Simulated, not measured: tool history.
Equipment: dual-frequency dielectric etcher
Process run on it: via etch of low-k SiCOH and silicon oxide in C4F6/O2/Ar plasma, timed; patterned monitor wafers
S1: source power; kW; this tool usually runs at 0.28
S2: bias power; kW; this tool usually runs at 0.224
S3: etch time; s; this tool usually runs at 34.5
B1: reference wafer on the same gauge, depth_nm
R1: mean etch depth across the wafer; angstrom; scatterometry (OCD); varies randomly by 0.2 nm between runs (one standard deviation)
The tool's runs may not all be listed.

{"run": 1, "hour": 0.0, "S1": 0.28, "S2": 0.224, "S3": 34.5, "B1": 70.3, "R1": 770}
{"run": 2, "hour": 82.1, "S1": 0.28, "S2": 0.224, "S3": 34.5, "B1": 70.3, "R1": 771}
{"run": 3, "hour": 136.1, "S1": 0.28, "S2": 0.224, "S3": 27.5, "B1": 70.3, "R1": 617}
{"run": 4, "hour": 231.2, "S1": 0.28, "S2": 0.224, "S3": 27.5, "B1": 70.3, "R1": 611}
{"hour": 273.0, "done": "source power generator calibrated"}
{"run": 5, "hour": 306.6, "S1": 0.28, "S2": 0.224, "S3": 27.5, "B1": 70.3, "R1": 614}
{"hour": 355.2, "done": "wet clean of the chamber"}
{"run": 6, "hour": 363.8, "S1": 0.3, "S2": 0.252, "S3": 40, "B1": 70.3, "R1": 973}
{"run": 7, "hour": 455.5, "S1": 0.34, "S2": 0.224, "S3": 28.5, "B1": 70.3, "R1": 685}
{"run": 8, "hour": 518.2, "S1": 0.28, "S2": 0.244, "S3": 27, "B1": 70.3, "R1": 629}
{"run": 9, "hour": 555.8, "S1": 0.3, "S2": 0.224, "S3": 28, "B1": 70.3, "R1": 643}
{"hour": 614.2, "done": "upper electrode replaced"}
{"run": 10, "hour": 651.6, "S1": 0.28, "S2": 0.224, "S3": 34.5, "B1": 70.3, "R1": 766}
{"run": 11, "hour": 746.4, "S1": 0.24, "S2": 0.274, "S3": 24.5, "B1": 70.3, "R1": 570}
{"run": 12, "hour": 847.1, "S1": 0.34, "S2": 0.224, "S3": 24, "B1": 70.3, "R1": 573}
{"run": 13, "hour": 908.8, "S1": 0.28, "S2": 0.224, "S3": 34.5, "B1": 70.3, "R1": 765}
{"run": 14, "hour": 958.3, "S1": 0.25, "S2": 0.198, "S3": 37.5, "B1": 70.3, "R1": 741}
{"run": 15, "hour": 1069.5, "S1": 0.28, "S2": 0.224, "S3": 34.5, "B1": 70.3, "R1": 762}
{"hour": 1149.0, "done": "wet clean of the chamber"}
{"run": 16, "hour": 1166.7, "S1": 0.22, "S2": 0.252, "S3": 25.5, "B1": 70.3, "R1": 546}
{"hour": 1202.7, "done": "bias power generator calibrated"}
{"run": 17, "hour": 1258.7, "S1": 0.28, "S2": 0.261, "S3": 28.5, "B1": 70.3, "R1": 699}
{"run": 18, "hour": 1338.9, "S1": 0.28, "S2": 0.224, "S3": 34.5, "B1": 70.3, "R1": 776}
{"run": 19, "hour": 1389.3, "S1": 0.23, "S2": 0.2, "S3": 39, "B1": 70.3, "R1": 768}
{"run": 20, "hour": 1458.4, "S1": 0.25, "S2": 0.224, "S3": 34.5, "B1": 70.3, "R1": 747}
{"run": 21, "hour": 1509.1, "S1": 0.28, "S2": 0.224, "S3": 34.5, "B1": 70.3, "R1": 782}
{"run": 22, "hour": 1615.9, "S1": 0.28, "S2": 0.184, "S3": 44, "B1": 70.3, "R1": 891}
{"hour": 1777.8, "done": "gauge calibrated"}
{"hour": 1908.1, "done": "wet clean of the chamber"}
{"run": 23, "hour": 1908.6, "S1": 0.28, "S2": 0.252, "S3": 31.5, "B1": 70.3, "R1": 757}
{"run": 24, "hour": 1934.7, "S1": 0.28, "S2": 0.28, "S3": 34.5, "B1": 70.3, "R1": 875}
{"run": 25, "hour": 1984.5, "S1": 0.28, "S2": 0.224, "S3": 34.5, "B1": 70.3, "R1": 774}
{"run": 26, "hour": 2090.8, "S1": 0.22, "S2": 0.187, "S3": 34.5, "B1": 70.3, "R1": 641}
{"run": 27, "hour": 2161.6, "S1": 0.32, "S2": 0.204, "S3": 25.5, "B1": 70.3, "R1": 572}
{"run": 28, "hour": 2269.0, "S1": 0.28, "S2": 0.224, "S3": 34.5, "B1": 70.3, "R1": 776}
{"run": 29, "hour": 2355.8, "S1": 0.28, "S2": 0.275, "S3": 34.5, "B1": 70.3, "R1": 863}

4 options for the next run, each taken on its own from the tool as it stands now. Forecast them:
{"run": "A", "hour": 2356.2, "S1": 0.28, "S2": 0.272, "S3": 34.5, "B1": "?", "R1": "?"}
{"run": "B", "hour": 2356.2, "S1": 0.31, "S2": 0.188, "S3": 42, "B1": "?", "R1": "?"}
{"run": "C", "hour": 2356.2, "S1": 0.22, "S2": 0.224, "S3": 37, "B1": "?", "R1": "?"}
{"run": "D", "hour": 2356.2, "S1": 0.28, "S2": 0.224, "S3": 31, "B1": "?", "R1": "?"}

run=A B1=70.3 R1=863
run=B B1=70.3 R1=895
run=C B1=70.3 R1=762
run=D B1=70.3 R1=700
With the hidden condition removed and each run's random variation left untouched, the same runs would have given:
run=A R1=862
run=B R1=894
run=C R1=761
run=D R1=699

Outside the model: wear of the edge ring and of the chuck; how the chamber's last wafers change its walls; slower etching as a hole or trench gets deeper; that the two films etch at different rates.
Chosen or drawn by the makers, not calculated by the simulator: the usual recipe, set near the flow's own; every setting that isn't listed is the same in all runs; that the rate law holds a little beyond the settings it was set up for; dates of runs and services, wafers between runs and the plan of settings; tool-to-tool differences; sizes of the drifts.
